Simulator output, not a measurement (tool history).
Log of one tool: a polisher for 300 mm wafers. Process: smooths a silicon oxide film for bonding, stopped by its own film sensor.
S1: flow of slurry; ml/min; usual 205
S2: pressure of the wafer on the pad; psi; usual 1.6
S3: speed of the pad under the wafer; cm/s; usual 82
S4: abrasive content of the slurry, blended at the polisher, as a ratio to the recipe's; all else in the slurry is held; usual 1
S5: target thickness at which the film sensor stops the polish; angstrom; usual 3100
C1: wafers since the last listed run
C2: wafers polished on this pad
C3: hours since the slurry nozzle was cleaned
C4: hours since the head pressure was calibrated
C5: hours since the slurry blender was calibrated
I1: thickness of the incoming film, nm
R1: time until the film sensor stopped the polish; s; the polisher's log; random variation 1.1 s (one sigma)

Run 1, hour 0: usual settings; C1 0; C2 3449; C3 80; C4 101.7; C5 33.1; I1 351.7. Result: R1 77.6 s.
At hour 28.3: worn pad replaced by a new one.
Run 2, hour 28.8: usual settings; C1 317; C2 6; C3 108.8; C4 130.5; C5 61.9; I1 346.9. Result: R1 71 s.
Run 3, hour 79.3: usual settings but S5 3000 angstrom; C1 645; C2 652; C3 159.3; C4 181; C5 112.4; I1 355.2. Result: R1 107.9 s.
Run 4, hour 107.3: usual settings but S5 3000 angstrom; C1 358; C2 1010; C3 187.3; C4 209; C5 140.4; I1 349.9. Result: R1 95.1 s.
Run 5, hour 156.9: usual settings but S5 3000 angstrom; C1 634; C2 1644; C3 236.9; C4 258.6; C5 190; I1 353. Result: R1 102 s.
Run 6, hour 202.7: usual settings but S4 0.9; C1 585; C2 2230; C3 282.7; C4 304.4; C5 235.8; I1 352.7. Result: R1 90.4 s.
Run 7, hour 235.6: usual settings but S4 0.9; C1 420; C2 2651; C3 315.6; C4 337.3; C5 268.7; I1 351.1. Result: R1 88.8 s.
At hour 277.5: head pressure recalibrated.
At hour 282.4: slurry blender recalibrated.
Run 8, hour 293.8: usual settings but S4 0.9; C1 693; C2 3345; C3 373.8; C4 16.3; C5 11.4; I1 352.8. Result: R1 86.5 s.
Run 9, hour 357.5: usual settings but S1 225 ml/min; C1 814; C2 4159; C3 437.5; C4 80; C5 75.1; I1 352.9. Result: R1 79.5 s.
At hour 368.6: slurry nozzle cleaned.
At hour 373.3: worn pad replaced by a new one.
Run 10, hour 401.4: usual settings; C1 497; C2 359; C3 32.8; C4 123.9; C5 119; I1 349. Result: R1 75.4 s.
Run 11, hour 439.2: usual settings; C1 483; C2 843; C3 70.6; C4 161.7; C5 156.8; I1 350.9. Result: R1 79.2 s.
Run 12, hour 467.4: usual settings; C1 360; C2 1204; C3 98.8; C4 189.9; C5 185; I1 349.3. Result: R1 75.9 s.
Run 13, hour 514: usual settings but S4 0.8, S5 3060 angstrom; C1 596; C2 1800; C3 145.4; C4 236.5; C5 231.6; I1 347.1. Result: R1 95.7 s.
At hour 571.4: slurry blender recalibrated.
Run 14, hour 573.9: usual settings but S4 0.8, S5 3060 angstrom; C1 740; C2 2540; C3 205.3; C4 296.4; C5 2.5; I1 353. Result: R1 103 s.
At hour 632.5: head pressure recalibrated.
Run 15, hour 638: usual settings but S4 0.8, S5 3060 angstrom; C1 794; C2 3335; C3 269.4; C4 5.5; C5 66.6; I1 344.7. Result: R1 86.6 s.
At hour 658.1: worn pad replaced by a new one.
Run 16, hour 673.3: usual settings but S1 250 ml/min; C1 400; C2 193; C3 304.7; C4 40.8; C5 101.9; I1 344.5. Result: R1 62 s.
Run 17, hour 715.4: usual settings but S4 0.9; C1 538; C2 732; C3 346.8; C4 82.9; C5 144; I1 348.1. Result: R1 78.3 s.
At hour 724.2: slurry nozzle cleaned.
Run 18, hour 784.6: usual settings but S1 165 ml/min, S2 2 psi, S4 0.7; C1 872; C2 1604; C3 60.4; C4 152.1; C5 213.2; I1 349.3. Result: R1 94 s.
Run 19, hour 831.6: usual settings but S2 1.1 psi, S4 1.25, S5 3010 angstrom; C1 601; C2 2206; C3 107.4; C4 199.1; C5 260.2; I1 351.5. Result: R1 118.4 s.
Run 20, hour 858.6: usual settings but S1 270 ml/min, S4 0.75; C1 345; C2 2551; C3 134.4; C4 226.1; C5 287.2; I1 351.4. Result: R1 102.2 s.
At hour 916.5: slurry blender recalibrated.
Run 21, hour 919.6: usual settings but S1 175 ml/min, S3 94 cm/s, S4 0.8; C1 754; C2 3306; C3 195.4; C4 287.1; C5 3.1; I1 349.8. Result: R1 76.3 s.
Run 22, hour 945.3: usual settings but S1 255 ml/min; C1 328; C2 3635; C3 221.1; C4 312.8; C5 28.8; I1 351.4. Result: R1 75.9 s.
At hour 988.2: head pressure recalibrated.
At hour 991.1: worn pad replaced by a new one.
Run 23, hour 995.2: usual settings; C1 576; C2 52; C3 271; C4 7; C5 78.7; I1 356.2. Result: R1 87.7 s.
Run 24, hour 1051.2: usual settings but S3 74 cm/s; C1 716; C2 768; C3 327; C4 63; C5 134.7; I1 343.8. Result: R1 71.5 s.
Run 25, hour 1104.9: usual settings but S5 3170 angstrom; C1 686; C2 1455; C3 380.7; C4 116.7; C5 188.4; I1 356.8. Result: R1 76.5 s.
Run 26, hour 1143.6: usual settings but S1 230 ml/min, S3 68 cm/s, S4 1.15, S5 3040 angstrom; C1 495; C2 1950; C3 419.4; C4 155.4; C5 227.1; I1 353.3. Result: R1 102.6 s.
At hour 1184.3: slurry nozzle cleaned.
Run 27, hour 1212.7: usual settings but S4 1.3; C1 871; C2 2821; C3 28.4; C4 224.5; C5 296.2; I1 350.8. Result: R1 69.2 s.
Run 28, hour 1248.5: usual settings but S2 2 psi, S3 54 cm/s, S5 2980 angstrom; C1 457; C2 3279; C3 64.2; C4 260.3; C5 332; I1 355.8. Result: R1 136.1 s.
At hour 1263.6: slurry blender recalibrated.
At hour 1280: worn pad replaced by a new one.
Run 29, hour 1294: usual settings but S4 1.25, S5 2990 angstrom; C1 505; C2 178; C3 109.7; C4 305.8; C5 30.4; I1 354.2. Result: R1 90.2 s.
Run 30, hour 1348.5: usual settings; C1 697; C2 875; C3 164.2; C4 360.3; C5 84.9; I1 350.9. Result: R1 78.2 s.
At hour 1364.7: head pressure recalibrated.
Run 31, hour 1528.6: usual settings; C1 2278; C2 3153; C3 344.3; C4 163.9; C5 265; I1 349.2. Result: R1 78.6 s.

How the hidden state differs across the entries between the runs, from the last listed run before each to the first after it:
Between runs 1 and 2: worn pad replaced by a new one (hour 28.3)
  abrasive missing from the slurry, %: 2.09 -> 3.22
  measured less the result without the state, R1: +1 -> +1.5 s
Between runs 7 and 8: head pressure recalibrated (hour 277.5); slurry blender recalibrated (hour 282.4)
  abrasive missing from the slurry, %: 11.3 -> 2.37
  measured less the result without the state, R1: +7.4 -> +1.4 s
Between runs 9 and 10: slurry nozzle cleaned (hour 368.6); worn pad replaced by a new one (hour 373.3)
  abrasive missing from the slurry, %: 4.87 -> 6.59
  measured less the result without the state, R1: +2.5 -> +3.3 s
Between runs 13 and 14: slurry blender recalibrated (hour 571.4)
  abrasive missing from the slurry, %: 11 -> 1.69
  measured less the result without the state, R1: +8.3 -> +1.3 s
Between runs 14 and 15: head pressure recalibrated (hour 632.5)
  abrasive missing from the slurry, %: 1.69 -> 4.21
  measured less the result without the state, R1: +1.3 -> +2.7 s
Between runs 15 and 16: worn pad replaced by a new one (hour 658.1)
  abrasive missing from the slurry, %: 4.21 -> 5.6
  measured less the result without the state, R1: +2.7 -> +2.3 s
Between runs 17 and 18: slurry nozzle cleaned (hour 724.2)
  abrasive missing from the slurry, %: 7.25 -> 9.97
  measured less the result without the state, R1: +4 -> +7.9 s
Between runs 20 and 21: slurry blender recalibrated (hour 916.5)
  abrasive missing from the slurry, %: 12.9 -> 0.142
  measured less the result without the state, R1: +10.9 -> +0 s
Between runs 22 and 23: head pressure recalibrated (hour 988.2); worn pad replaced by a new one (hour 991.1)
  abrasive missing from the slurry, %: 1.15 -> 3.11
  measured less the result without the state, R1: +0.6 -> +1.8 s
Between runs 26 and 27: slurry nozzle cleaned (hour 1184.3)
  abrasive missing from the slurry, %: 8.94 -> 11.7
  measured less the result without the state, R1: +5.6 -> +4.6 s
Between runs 28 and 29: slurry blender recalibrated (hour 1263.6); worn pad replaced by a new one (hour 1280)
  abrasive missing from the slurry, %: 13.1 -> 1.76
  measured less the result without the state, R1: +12.3 -> +0.9 s
Between runs 30 and 31: head pressure recalibrated (hour 1364.7)
  abrasive missing from the slurry, %: 3.9 -> 11
  measured less the result without the state, R1: +1.9 -> +5.8 s

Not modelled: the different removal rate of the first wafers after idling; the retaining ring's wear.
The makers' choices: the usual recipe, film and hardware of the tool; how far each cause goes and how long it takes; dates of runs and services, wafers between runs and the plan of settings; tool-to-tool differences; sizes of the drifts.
